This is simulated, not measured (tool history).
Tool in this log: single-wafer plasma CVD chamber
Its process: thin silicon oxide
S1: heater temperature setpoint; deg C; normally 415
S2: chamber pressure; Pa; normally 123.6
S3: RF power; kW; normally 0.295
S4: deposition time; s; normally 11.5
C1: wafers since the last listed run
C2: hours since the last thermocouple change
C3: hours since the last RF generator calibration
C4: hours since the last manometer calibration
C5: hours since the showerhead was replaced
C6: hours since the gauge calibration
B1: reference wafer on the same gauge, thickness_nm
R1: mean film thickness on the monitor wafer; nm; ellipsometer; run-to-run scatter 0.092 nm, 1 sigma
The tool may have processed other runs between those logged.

run 1 day=0 | S1=415 S2=123.6 S3=0.295 S4=11.5 | C1=0 C2=1174.4 C3=1141.5 C4=213.9 C5=3679.1 C6=1360.3 | B1=23.813 | R1=22.747
run 2 day=4.171 | S1=415 S2=123.6 S3=0.295 S4=12.6 | C1=4258 C2=1274.5 C3=1241.6 C4=314 C5=3779.2 C6=1460.4 | B1=23.808 | R1=24.765
run 3 day=8.25 | S1=415 S2=123.6 S3=0.295 S4=12.6 | C1=4165 C2=1372.4 C3=1339.5 C4=411.9 C5=3877.1 C6=1558.3 | B1=23.79 | R1=24.738
-- day=9.425 thermocouple changed; heater temperature recalibrated
run 4 day=11.983 | S1=415 S2=123.6 S3=0.295 S4=13 | C1=3471 C2=61.4 C3=1429.1 C4=501.5 C5=3966.7 C6=1647.9 | B1=23.785 | R1=25.59
run 5 day=15.225 | S1=415 S2=123.6 S3=0.335 S4=11.5 | C1=3309 C2=139.2 C3=1506.9 C4=579.3 C5=4044.5 C6=1725.7 | B1=23.806 | R1=23.825
run 6 day=18.738 | S1=415 S2=123.6 S3=0.295 S4=9.6 | C1=3586 C2=223.5 C3=1591.2 C4=663.6 C5=4128.8 C6=1810 | B1=23.796 | R1=18.848
-- day=20.662 RF generator calibrated
run 7 day=22.279 | S1=421 S2=123.6 S3=0.295 S4=12.5 | C1=3275 C2=308.5 C3=38.8 C4=748.6 C5=4213.8 C6=1895 | B1=23.798 | R1=25.326
run 8 day=25.133 | S1=402 S2=146 S3=0.255 S4=13.3 | C1=2914 C2=377 C3=107.3 C4=817.1 C5=4282.3 C6=1963.5 | B1=23.803 | R1=29.391
run 9 day=28.7 | S1=415 S2=123.6 S3=0.295 S4=11.5 | C1=3641 C2=462.6 C3=192.9 C4=902.7 C5=4367.9 C6=2049.1 | B1=23.795 | R1=23.492
run 10 day=33.183 | S1=415 S2=114 S3=0.35 S4=12.3 | C1=4577 C2=570.2 C3=300.5 C4=1010.3 C5=4475.5 C6=2156.7 | B1=23.813 | R1=24.474
run 11 day=37.117 | S1=415 S2=123.6 S3=0.31 S4=11.5 | C1=4016 C2=664.6 C3=394.9 C4=1104.7 C5=4569.9 C6=2251.1 | B1=23.791 | R1=23.818
run 12 day=40.796 | S1=429 S2=123.6 S3=0.295 S4=11.5 | C1=3756 C2=752.9 C3=483.2 C4=1193 C5=4658.2 C6=2339.4 | B1=23.792 | R1=23.332
-- day=41.246 showerhead replaced
run 13 day=43.029 | S1=415 S2=123.6 S3=0.295 S4=11.5 | C1=1939 C2=806.5 C3=536.8 C4=1246.6 C5=42.8 C6=2393 | B1=23.815 | R1=23.489
run 14 day=44.842 | S1=422 S2=104.3 S3=0.295 S4=13.2 | C1=1850 C2=850 C3=580.3 C4=1290.1 C5=86.3 C6=2436.5 | B1=23.82 | R1=22.491
run 15 day=46.829 | S1=415 S2=142.5 S3=0.295 S4=11.5 | C1=2029 C2=897.7 C3=628 C4=1337.8 C5=134 C6=2484.2 | B1=23.783 | R1=26.282
-- day=50.446 gauge calibrated
run 16 day=51.208 | S1=415 S2=123.6 S3=0.295 S4=11.5 | C1=4471 C2=1002.8 C3=733.1 C4=1442.9 C5=239.1 C6=18.3 | B1=23.816 | R1=23.51
run 17 day=52.892 | S1=401 S2=113.5 S3=0.295 S4=11.5 | C1=1718 C2=1043.2 C3=773.5 C4=1483.3 C5=279.5 C6=58.7 | B1=23.806 | R1=21.69
run 18 day=55.067 | S1=419 S2=140.1 S3=0.33 S4=10.8 | C1=2220 C2=1095.4 C3=825.7 C4=1535.5 C5=331.7 C6=110.9 | B1=23.8 | R1=25.099
run 19 day=58.196 | S1=415 S2=93.6 S3=0.295 S4=11.5 | C1=3195 C2=1170.5 C3=900.8 C4=1610.6 C5=406.8 C6=186 | B1=23.799 | R1=17.382
run 20 day=61.546 | S1=415 S2=123.6 S3=0.295 S4=13.1 | C1=3420 C2=1250.9 C3=981.2 C4=1691 C5=487.2 C6=266.4 | B1=23.811 | R1=26.798
run 21 day=64.929 | S1=415 S2=123.6 S3=0.295 S4=11.5 | C1=3454 C2=1332.1 C3=1062.4 C4=1772.2 C5=568.4 C6=347.6 | B1=23.801 | R1=23.416
run 22 day=68.767 | S1=415 S2=123.6 S3=0.295 S4=10.3 | C1=3918 C2=1424.2 C3=1154.5 C4=1864.3 C5=660.5 C6=439.7 | B1=23.795 | R1=21.069
run 23 day=73.158 | S1=415 S2=123.6 S3=0.295 S4=11.5 | C1=4484 C2=1529.6 C3=1259.9 C4=1969.7 C5=765.9 C6=545.1 | B1=23.798 | R1=23.392
-- day=75.25 thermocouple changed; heater temperature recalibrated
run 24 day=76.521 | S1=422 S2=123.6 S3=0.295 S4=11.5 | C1=3092 C2=30.5 C3=1340.6 C4=2050.4 C5=846.6 C6=625.8 | B1=23.827 | R1=23.241
run 25 day=78.662 | S1=410 S2=108.5 S3=0.33 S4=12.2 | C1=2186 C2=81.9 C3=1392 C4=2101.8 C5=898 C6=677.2 | B1=23.804 | R1=22.597
run 26 day=81.712 | S1=430 S2=123.6 S3=0.255 S4=11.5 | C1=3114 C2=155.1 C3=1465.2 C4=2175 C5=971.2 C6=750.4 | B1=23.802 | R1=21.995
run 27 day=83.888 | S1=415 S2=123.6 S3=0.325 S4=11.5 | C1=2220 C2=207.3 C3=1517.4 C4=2227.2 C5=1023.4 C6=802.6 | B1=23.777 | R1=24.059

Branching from run 27: 5 alternative next runs. What would each branch give?
run A day=83.904 | S1=415 S2=148.9 S3=0.295 S4=11.5 | C1=17 C2=207.7 C3=1517.8 C4=2227.6 C5=1023.8 C6=803 | B1=? | R1=?
run B day=83.904 | S1=415 S2=146.7 S3=0.295 S4=11.5 | C1=17 C2=207.7 C3=1517.8 C4=2227.6 C5=1023.8 C6=803 | B1=? | R1=?
run C day=83.904 | S1=415 S2=141.5 S3=0.34 S4=11.5 | C1=17 C2=207.7 C3=1517.8 C4=2227.6 C5=1023.8 C6=803 | B1=? | R1=?
run D day=83.904 | S1=404 S2=151.2 S3=0.35 S4=9.4 | C1=17 C2=207.7 C3=1517.8 C4=2227.6 C5=1023.8 C6=803 | B1=? | R1=?
run E day=83.904 | S1=415 S2=100.1 S3=0.295 S4=13.2 | C1=17 C2=207.7 C3=1517.8 C4=2227.6 C5=1023.8 C6=803 | B1=? | R1=?

run=A B1=23.8 R1=26.686
run=B B1=23.8 R1=26.4
run=C B1=23.8 R1=26.925
run=D B1=23.8 R1=23.391
run=E B1=23.8 R1=21.443
Take away the tool's hidden state, keep each run's random variation, and the runs would have read:
run=A R1=26.518
run=B R1=26.217
run=C R1=26.696
run=D R1=23.312
run=E R1=20.938
